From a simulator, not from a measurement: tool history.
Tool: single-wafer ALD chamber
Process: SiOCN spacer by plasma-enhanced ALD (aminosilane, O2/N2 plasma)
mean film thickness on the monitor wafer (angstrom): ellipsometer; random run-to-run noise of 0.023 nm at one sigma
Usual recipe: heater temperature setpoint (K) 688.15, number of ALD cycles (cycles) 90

| run | hour | heater temperature setpoint (K) | number of ALD cycles (cycles) | read-back reference wafer on the same gauge, thickness_nm | mean film thickness on the monitor wafer (angstrom) |
|---|---|---|---|---|---|
| 1 | 0.0 | 688.15 | 90 | 5.751 | 51.37 |
| 2 | 16.7 | 688.15 | 90 | 5.754 | 51.70 |
| 3 | 34.7 | 688.15 | 85 | 5.755 | 48.87 |
| 4 | 49.5 | 688.15 | 99 | 5.751 | 56.56 |
| 5 | 62.2 | 688.15 | 90 | 5.747 | 51.60 |
| 6 | 72.5 | 688.15 | 90 | 5.746 | 51.39 |
| 7 | 88.2 | 688.15 | 90 | 5.754 | 51.30 |
|  | 92.1 | gauge calibrated |
| 8 | 98.7 | 688.15 | 90 | 5.749 | 51.92 |
| 9 | 112.3 | 688.15 | 90 | 5.746 | 51.57 |
| 10 | 118.4 | 688.15 | 90 | 5.755 | 51.40 |
| 11 | 136.0 | 697.15 | 90 | 5.751 | 49.72 |
| 12 | 143.0 | 697.15 | 90 | 5.753 | 50.30 |
| 13 | 158.4 | 697.15 | 90 | 5.753 | 49.71 |
| 14 | 200.2 | 696.15 | 86 | 5.750 | 47.63 |
| 15 | 212.0 | 696.15 | 86 | 5.750 | 47.75 |
| 16 | 225.0 | 679.15 | 90 | 5.752 | 53.37 |
| 17 | 236.8 | 696.15 | 90 | 5.753 | 50.23 |
| 18 | 244.4 | 700.15 | 107 | 5.746 | 58.96 |

For run 19, what comes out?
| 19 | 258.7 | 703.15 | 75 | ? | ? |

read-back reference wafer on the same gauge, thickness_nm: 5.747
mean film thickness on the monitor wafer (angstrom): 40.76
Without the tool's hidden state the same run would have given mean film thickness on the monitor wafer (angstrom) 40.76.
